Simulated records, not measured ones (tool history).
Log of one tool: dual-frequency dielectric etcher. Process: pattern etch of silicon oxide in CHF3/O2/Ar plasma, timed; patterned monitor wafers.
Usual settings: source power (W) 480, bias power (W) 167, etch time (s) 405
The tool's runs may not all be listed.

run	day	source power (W)	bias power (W)	etch time (s)	wafers since the last listed run	hours since the last wet clean	hours since the last source power generator calibration	hours since the last bias power generator calibration	hours since the last upper electrode change	hours since the gauge calibration	read-back reference wafer on the same gauge, depth_nm	mean etch depth across the wafer (nm)
1	0	480	167	405	0	620	3893.6	1764.8	6523.5	104.2	522.9	584.1
2	0.642	480	167	405	64	635.4	3909	1780.2	6538.9	119.6	522.9	583.5
3	1.092	480	167	405	44	646.2	3919.8	1791	6549.7	130.4	523	581.1
4	1.65	480	167	405	55	659.6	3933.2	1804.4	6563.1	143.8	522.6	577.5
5	2.104	480	157	438	45	670.5	3944.1	1815.3	6574	154.7	521.9	601
# day 3.346: wet clean of the chamber
6	3.367	380	141	405	26	0.5	3974.4	1845.6	6604.3	185	523.4	500.8
7	3.383	380	141	405	1	0.9	3974.8	1846	6604.7	185.4	523.4	503.1
8	3.404	380	141	405	2	1.4	3975.3	1846.5	6605.2	185.9	523	499.7
9	3.783	480	167	405	37	10.5	3984.4	1855.6	6614.3	195	522.9	607.8
10	4.042	480	167	405	25	16.7	3990.6	1861.8	6620.5	201.2	523.7	603.4
# day 4.433: source power generator calibrated
11	4.454	480	167	405	24	26.6	0.5	1871.7	6630.4	211.1	522.6	605.7
12	4.988	480	135	405	53	39.4	13.3	1884.5	6643.2	223.9	522.9	543.1
# day 6.229: upper electrode replaced
13	6.25	480	135	405	26	69.7	43.6	1914.8	0.5	254.2	522.4	540.7
14	6.271	380	167	344.5	2	70.2	44.1	1915.3	1	254.7	522.6	462
15	6.65	560	167	405	37	79.3	53.2	1924.4	10.1	263.8	523.4	648
16	6.946	590	167	438.5	29	86.4	60.3	1931.5	17.2	270.9	523.3	712.3
# day 7.371: gauge calibrated
# day 7.454: bias power generator calibrated
17	7.5	480	167	405	38	99.7	73.6	1.1	30.5	3.1	523.4	601.2
18	7.796	480	167	405	29	106.8	80.7	8.2	37.6	10.2	522.6	600.5
19	8.342	480	167	405	54	119.9	93.8	21.3	50.7	23.3	523.1	601.7
20	8.938	560	146	320.5	59	134.2	108.1	35.6	65	37.6	522.5	470.8
21	9.342	480	192	405	40	143.9	117.8	45.3	74.7	47.3	522.9	638.7
22	9.962	480	167	405	61	158.8	132.7	60.2	89.6	62.2	523.3	597
23	10.421	560	167	339.5	45	169.8	143.7	71.2	100.6	73.2	522.2	536.1
24	11.004	550	136	360	58	183.8	157.7	85.2	114.6	87.2	523.5	507.1
25	11.704	400	136	370	69	200.6	174.5	102	131.4	104	523.2	451.3
26	12.396	480	182	405	69	217.2	191.1	118.6	148	120.6	523.6	614.7
27	12.662	420	182	441	26	223.6	197.5	125	154.4	127	523.4	639.6
28	13.083	430	180	516	42	233.7	207.6	135.1	164.5	137.1	523.9	747

Forecast run 29:
29	13.758	480	167	405	67	249.9	223.8	151.3	180.7	153.3	?	?

{"run 29": {"read-back reference wafer on the same gauge, depth_nm": 523.3, "mean etch depth across the wafer (nm)": 592.4}}
Without the tool's hidden state the same run would have given mean etch depth across the wafer (nm) 606.
